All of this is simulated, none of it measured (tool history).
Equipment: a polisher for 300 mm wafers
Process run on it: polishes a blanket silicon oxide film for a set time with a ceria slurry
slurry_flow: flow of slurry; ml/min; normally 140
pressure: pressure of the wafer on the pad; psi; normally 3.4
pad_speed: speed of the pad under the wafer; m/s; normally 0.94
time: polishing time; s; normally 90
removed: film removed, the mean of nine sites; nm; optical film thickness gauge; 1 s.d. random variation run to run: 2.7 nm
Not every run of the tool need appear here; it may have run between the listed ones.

run   hour  slurry_flow  pressure  pad_speed  time  incoming thickness of the incoming film, nm  removed
  1      0          140       3.4       0.94    90                                       1759.6    401.3
  2    6.7          140       3.7       0.94    90                                       1742.7    434.8
  3   14.3          140       3.7       0.94    90                                       1774.6    441.1
  4   26.3          140       3.4       0.94    90                                       1788.7    403.7
  5   38.4          140       3.4       0.94    90                                         1791    397.8
  6   80.2          140       3.4       0.94    90                                       1772.1    403.5
  7   94.2          175       3.4       0.94    90                                       1752.6      417
     107.3  -- worn pad replaced by a new one
  8  107.8          140       3.1       0.94    90                                       1791.2    365.6
  9  124.8          140       3.1       0.94    90                                       1773.4    363.3
 10  136.5          140       3.4       0.94    90                                       1744.7    404.6
 11  142.9          140       3.4       0.94    90                                       1788.2    405.5
     168.4  -- slurry nozzle cleaned
 12  168.9          140       3.4       0.94    90                                       1793.6    401.5
     179.8  -- head pressure recalibrated
 13  181.7          140       2.7       1.18    90                                       1797.6    397.7
 14  191.2          140       2.7       1.18    90                                       1771.1    403.3
 15  206.5          140       3.4       0.94    90                                       1757.2    401.2
     219.3  -- worn pad replaced by a new one
 16  219.8          110       4.3       0.84   117                                       1771.1    558.7
 17  253.4           95       3.4       1.22    90                                         1797    481.4
 18  264.3          140       3.4       0.94    90                                       1784.6    407.4
 19  275.5          120       3.4        1.2    90                                       1782.6    499.3
 20  286.8          140       3.4       1.08    90                                       1772.8    461.3
 21  303.3           95       2.8       0.94    90                                       1779.6    308.8

Expected results for the next run?
 22   311          140       3.4       0.94    90                                       1797.4        ?

{"run 22": {"removed": 399.9}}
If the tool had no hidden condition, the same run with the same run-to-run variation would have returned removed 399.9 nm.
